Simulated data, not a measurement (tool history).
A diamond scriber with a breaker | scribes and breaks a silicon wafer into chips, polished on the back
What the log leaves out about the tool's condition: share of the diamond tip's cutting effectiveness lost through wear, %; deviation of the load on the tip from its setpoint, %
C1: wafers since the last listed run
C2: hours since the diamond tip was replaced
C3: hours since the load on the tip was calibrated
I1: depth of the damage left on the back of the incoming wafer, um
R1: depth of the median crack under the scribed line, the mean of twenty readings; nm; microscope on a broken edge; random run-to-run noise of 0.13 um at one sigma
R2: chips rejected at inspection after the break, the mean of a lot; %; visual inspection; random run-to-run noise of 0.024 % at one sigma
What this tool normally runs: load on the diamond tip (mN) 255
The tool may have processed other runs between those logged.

{"run": 1, "hour": 0.0, "load on the diamond tip (mN)": 273, "C1": 0, "C2": 310.9, "C3": 258.6, "I1": 0.03, "R1": 14540, "R2": 0.83}
{"run": 2, "hour": 67.0, "load on the diamond tip (mN)": 211, "C1": 190, "C2": 377.9, "C3": 325.6, "I1": 0.02, "R1": 11930, "R2": 4.96}
{"run": 3, "hour": 113.9, "load on the diamond tip (mN)": 211, "C1": 133, "C2": 424.8, "C3": 372.5, "I1": 0.01, "R1": 11870, "R2": 5.55}
{"hour": 158.4, "done": "load on the tip recalibrated"}
{"run": 4, "hour": 200.2, "load on the diamond tip (mN)": 235, "C1": 239, "C2": 511.1, "C3": 41.8, "I1": 0.02, "R1": 13220, "R2": 2.12}
{"run": 5, "hour": 286.3, "load on the diamond tip (mN)": 235, "C1": 244, "C2": 597.2, "C3": 127.9, "I1": 0.01, "R1": 12930, "R2": 2.44}
{"run": 6, "hour": 339.4, "load on the diamond tip (mN)": 304, "C1": 150, "C2": 650.3, "C3": 181.0, "I1": 0.03, "R1": 15420, "R2": 0.82}
{"run": 7, "hour": 386.4, "load on the diamond tip (mN)": 304, "C1": 133, "C2": 697.3, "C3": 228.0, "I1": 0.02, "R1": 15140, "R2": 0.77}
{"run": 8, "hour": 464.7, "load on the diamond tip (mN)": 304, "C1": 222, "C2": 775.6, "C3": 306.3, "I1": 0.03, "R1": 14990, "R2": 0.78}
{"run": 9, "hour": 512.1, "load on the diamond tip (mN)": 326, "C1": 134, "C2": 823.0, "C3": 353.7, "I1": 0.02, "R1": 15300, "R2": 0.92}
{"run": 10, "hour": 611.7, "load on the diamond tip (mN)": 235, "C1": 283, "C2": 922.6, "C3": 453.3, "I1": 0.04, "R1": 12220, "R2": 4.71}
{"hour": 626.0, "done": "load on the tip recalibrated"}
{"run": 11, "hour": 713.1, "load on the diamond tip (mN)": 217, "C1": 282, "C2": 1024.0, "C3": 87.1, "I1": 0.02, "R1": 11470, "R2": 6.04}
{"hour": 719.2, "done": "diamond tip replaced by a new one"}
{"run": 12, "hour": 814.8, "load on the diamond tip (mN)": 255, "C1": 283, "C2": 95.6, "C3": 188.8, "I1": 0.04, "R1": 14510, "R2": 0.9}
{"run": 13, "hour": 871.5, "load on the diamond tip (mN)": 317, "C1": 161, "C2": 152.3, "C3": 245.5, "I1": 0.04, "R1": 16560, "R2": 1.89}
{"run": 14, "hour": 952.2, "load on the diamond tip (mN)": 230, "C1": 229, "C2": 233.0, "C3": 326.2, "I1": 0.02, "R1": 12910, "R2": 2.43}
{"run": 15, "hour": 1030.5, "load on the diamond tip (mN)": 255, "C1": 222, "C2": 311.3, "C3": 404.5, "I1": 0.01, "R1": 13550, "R2": 1.28}
{"run": 16, "hour": 1089.9, "load on the diamond tip (mN)": 199, "C1": 168, "C2": 370.7, "C3": 463.9, "I1": 0.04, "R1": 11310, "R2": 6.98}
{"hour": 1131.7, "done": "load on the tip recalibrated"}
{"run": 17, "hour": 1150.8, "load on the diamond tip (mN)": 192, "C1": 167, "C2": 431.6, "C3": 19.1, "I1": 0.02, "R1": 11560, "R2": 6.34}

Selected run-to-run steps in R1, each split into two signed amounts: the part the tool would show with no hidden state at all (from settings, incoming material and random variation), and the remainder, which goes to the hidden state together with any gauge scatter not common to the measured and the hidden-state-free results:
Run 11 -> 12: load on the diamond tip (mN) 217 -> 255, diamond tip replaced by a new one. R1 +3040 nm: hidden state +1060, all else +1980.
Run 13 -> 14: load on the diamond tip (mN) 317 -> 230. R1 -3650 nm: hidden state -50, all else -3600.

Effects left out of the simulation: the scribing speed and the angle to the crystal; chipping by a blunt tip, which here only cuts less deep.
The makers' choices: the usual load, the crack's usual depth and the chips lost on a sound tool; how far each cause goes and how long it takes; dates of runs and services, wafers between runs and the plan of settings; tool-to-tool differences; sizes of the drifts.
